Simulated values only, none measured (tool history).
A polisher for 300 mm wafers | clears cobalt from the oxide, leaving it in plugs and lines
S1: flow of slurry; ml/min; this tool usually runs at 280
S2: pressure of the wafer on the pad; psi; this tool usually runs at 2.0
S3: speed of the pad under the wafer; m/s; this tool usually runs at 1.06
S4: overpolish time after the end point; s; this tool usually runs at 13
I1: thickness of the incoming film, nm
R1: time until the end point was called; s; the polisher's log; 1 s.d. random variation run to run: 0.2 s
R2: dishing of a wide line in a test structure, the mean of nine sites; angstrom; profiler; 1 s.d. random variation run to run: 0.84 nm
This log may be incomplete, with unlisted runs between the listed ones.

run 1 hour=0.0 | S1=280 S2=2.0 S3=1.06 S4=13 | I1=151.9 | R1=24.1 R2=534
run 2 hour=42.3 | S1=280 S2=2.0 S3=1.06 S4=13 | I1=151.6 | R1=24.5 R2=519
run 3 hour=84.9 | S1=280 S2=2.0 S3=1.06 S4=13 | I1=149.0 | R1=24.5 R2=509
run 4 hour=143.2 | S1=280 S2=2.0 S3=1.06 S4=13 | I1=151.0 | R1=25.3 R2=533
run 5 hour=243.2 | S1=280 S2=2.0 S3=1.06 S4=13 | I1=148.6 | R1=23.4 R2=528
run 6 hour=546.8 | S1=280 S2=2.0 S3=1.06 S4=8 | I1=149.9 | R1=23.7 R2=391
run 7 hour=630.9 | S1=280 S2=2.0 S3=1.06 S4=13 | I1=147.2 | R1=23.5 R2=531
run 8 hour=700.7 | S1=280 S2=2.0 S3=1.06 S4=13 | I1=151.7 | R1=24.7 R2=534
run 9 hour=808.2 | S1=280 S2=2.0 S3=1.06 S4=15 | I1=152.4 | R1=25.2 R2=574
run 10 hour=914.3 | S1=280 S2=2.0 S3=1.06 S4=15 | I1=149.0 | R1=24.2 R2=585
run 11 hour=1016.0 | S1=280 S2=2.0 S3=1.06 S4=16 | I1=150.2 | R1=25.1 R2=580
run 12 hour=1104.9 | S1=355 S2=1.8 S3=1.24 S4=17 | I1=150.6 | R1=24.7 R2=604
run 13 hour=1224.4 | S1=280 S2=2.0 S3=1.06 S4=13 | I1=149.2 | R1=26.4 R2=514
run 14 hour=1280.7 | S1=185 S2=1.4 S3=1.32 S4=13 | I1=150.4 | R1=29.9 R2=472
run 15 hour=1353.8 | S1=185 S2=1.4 S3=1.32 S4=13 | I1=148.7 | R1=30.3 R2=476
run 16 hour=1410.7 | S1=185 S2=2.0 S3=1.44 S4=13 | I1=149.5 | R1=20.2 R2=577
run 17 hour=1518.7 | S1=280 S2=1.4 S3=0.82 S4=18 | I1=150.2 | R1=40.3 R2=468
run 18 hour=1615.6 | S1=185 S2=1.4 S3=1.32 S4=13 | I1=148.6 | R1=31.7 R2=445
run 19 hour=1715.3 | S1=240 S2=2.0 S3=1.06 S4=19 | I1=149.2 | R1=24.3 R2=655
run 20 hour=1756.9 | S1=280 S2=2.4 S3=1.20 S4=17 | I1=148.5 | R1=18.6 R2=717
run 21 hour=1866.1 | S1=235 S2=2.0 S3=0.94 S4=8 | I1=149.6 | R1=27.2 R2=352

Not shown: 11 entries that the log had between the listed runs. Between which runs, and how does the tool's hidden state differ before and after?
After run 1, before run 2: slurry nozzle cleaned (hour 34.4)
  removal rate lost through wear of the pad, %: 3.16 -> 4.19; deviation of the head's pressure from its setpoint, %: 0.582 -> 0.546
  measured less the result without the state, R1: +0.6 -> +0.9 s; R2: -8 -> -12 angstrom
After run 4, before run 5: worn pad replaced by a new one (hour 155.6)
  removal rate lost through wear of the pad, %: 7.32 -> 1.5; deviation of the head's pressure from its setpoint, %: 0.404 -> 0.188
  measured less the result without the state, R1: +1.8 -> +0.3 s; R2: -24 -> -5 angstrom
After run 5, before run 6: slurry nozzle cleaned (hour 375.0); worn pad replaced by a new one (hour 487.9)
  removal rate lost through wear of the pad, %: 1.5 -> 0.489; deviation of the head's pressure from its setpoint, %: 0.188 -> -0.931
  measured less the result without the state, R1: +0.3 -> +0.3 s; R2: -5 -> -4 angstrom
After run 8, before run 9: slurry nozzle cleaned (hour 786.0)
  removal rate lost through wear of the pad, %: 2.46 -> 5.16; deviation of the head's pressure from its setpoint, %: -1.76 -> -2.45
  measured less the result without the state, R1: +1.0 -> +1.8 s; R2: -14 -> -25 angstrom
After run 9, before run 10: worn pad replaced by a new one (hour 902.3)
  removal rate lost through wear of the pad, %: 5.16 -> 1.06; deviation of the head's pressure from its setpoint, %: -2.45 -> -3.22
  measured less the result without the state, R1: +1.8 -> +1.0 s; R2: -25 -> -14 angstrom
After run 12, before run 13: slurry nozzle cleaned (hour 1135.2)
  removal rate lost through wear of the pad, %: 2.99 -> 5.94; deviation of the head's pressure from its setpoint, %: -4.81 -> -5.94
  measured less the result without the state, R1: +1.8 -> +3.0 s; R2: -24 -> -39 angstrom
After run 13, before run 14: head pressure recalibrated (hour 1234.8); worn pad replaced by a new one (hour 1250.6)
  removal rate lost through wear of the pad, %: 5.94 -> 0.479; deviation of the head's pressure from its setpoint, %: -5.94 -> -1.13
  measured less the result without the state, R1: +3.0 -> +0.5 s; R2: -39 -> -5 angstrom
After run 17, before run 18: slurry nozzle cleaned (hour 1560.3)
  removal rate lost through wear of the pad, %: 3.82 -> 6.71; deviation of the head's pressure from its setpoint, %: -1.42 -> -1.67
  measured less the result without the state, R1: +2.0 -> +2.6 s; R2: -17 -> -27 angstrom
After run 18, before run 19: worn pad replaced by a new one (hour 1633.3)
  removal rate lost through wear of the pad, %: 6.71 -> 1.12; deviation of the head's pressure from its setpoint, %: -1.67 -> -1.99
  measured less the result without the state, R1: +2.6 -> +0.7 s; R2: -27 -> -9 angstrom

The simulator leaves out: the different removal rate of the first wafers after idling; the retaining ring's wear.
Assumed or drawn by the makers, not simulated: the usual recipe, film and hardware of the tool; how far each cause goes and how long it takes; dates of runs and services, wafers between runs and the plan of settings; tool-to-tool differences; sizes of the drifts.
